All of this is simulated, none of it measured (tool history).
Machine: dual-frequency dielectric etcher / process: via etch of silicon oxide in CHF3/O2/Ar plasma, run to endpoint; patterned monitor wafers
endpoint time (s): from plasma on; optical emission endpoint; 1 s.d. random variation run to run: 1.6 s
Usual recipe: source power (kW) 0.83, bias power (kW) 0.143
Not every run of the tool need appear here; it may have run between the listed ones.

run    day  source power (kW)  bias power (kW)  incoming incoming film thickness, nm  endpoint time (s)
  1      0               0.67            0.143                                 525.2              284.7
  2  0.388               0.83            0.143                                 534.3              261.4
  3  0.808               0.83             0.17                                 531.5              244.2
  4  1.462               0.83             0.17                                 531.2              244.6
  5  1.717               0.83            0.143                                 531.9              261.4
  6  2.196               0.83            0.143                                 536.9              265.5
  7  2.633               0.83            0.143                                 534.1              263.2
  8  2.933               0.83            0.143                                 534.7                263
  9  3.258               0.83            0.143                                 537.2              264.6
 10   3.65               0.99            0.143                                 529.8              244.1
 11   3.95               0.71            0.143                                 531.1              283.9
 12  4.638               0.83            0.143                                 531.6                262
 13  5.192               0.83            0.143                                 531.1              262.4
 14  5.879               0.83            0.143                                 537.3              265.9
 15  6.262               0.83            0.143                                 530.3              264.9
     7.808  -- wet clean of the chamber
 16  7.829               0.83            0.143                                 532.8              257.4
 17  7.846               0.83            0.143                                 528.1              256.8
 18  8.258               0.83            0.178                                 535.5              234.3
     8.712  -- source power generator calibrated
 19  8.958               0.66            0.133                                 536.8                303
 20  9.542               0.83            0.143                                 533.9                258
 21  9.858               0.74             0.11                                 534.4              305.4

For run 22, what comes out?
 22  10.333               0.99             0.17                                 525.9                  ?

endpoint time (s): 219.6
If the tool had no hidden condition, the same run with the same run-to-run variation would have returned endpoint time (s) 217.5.

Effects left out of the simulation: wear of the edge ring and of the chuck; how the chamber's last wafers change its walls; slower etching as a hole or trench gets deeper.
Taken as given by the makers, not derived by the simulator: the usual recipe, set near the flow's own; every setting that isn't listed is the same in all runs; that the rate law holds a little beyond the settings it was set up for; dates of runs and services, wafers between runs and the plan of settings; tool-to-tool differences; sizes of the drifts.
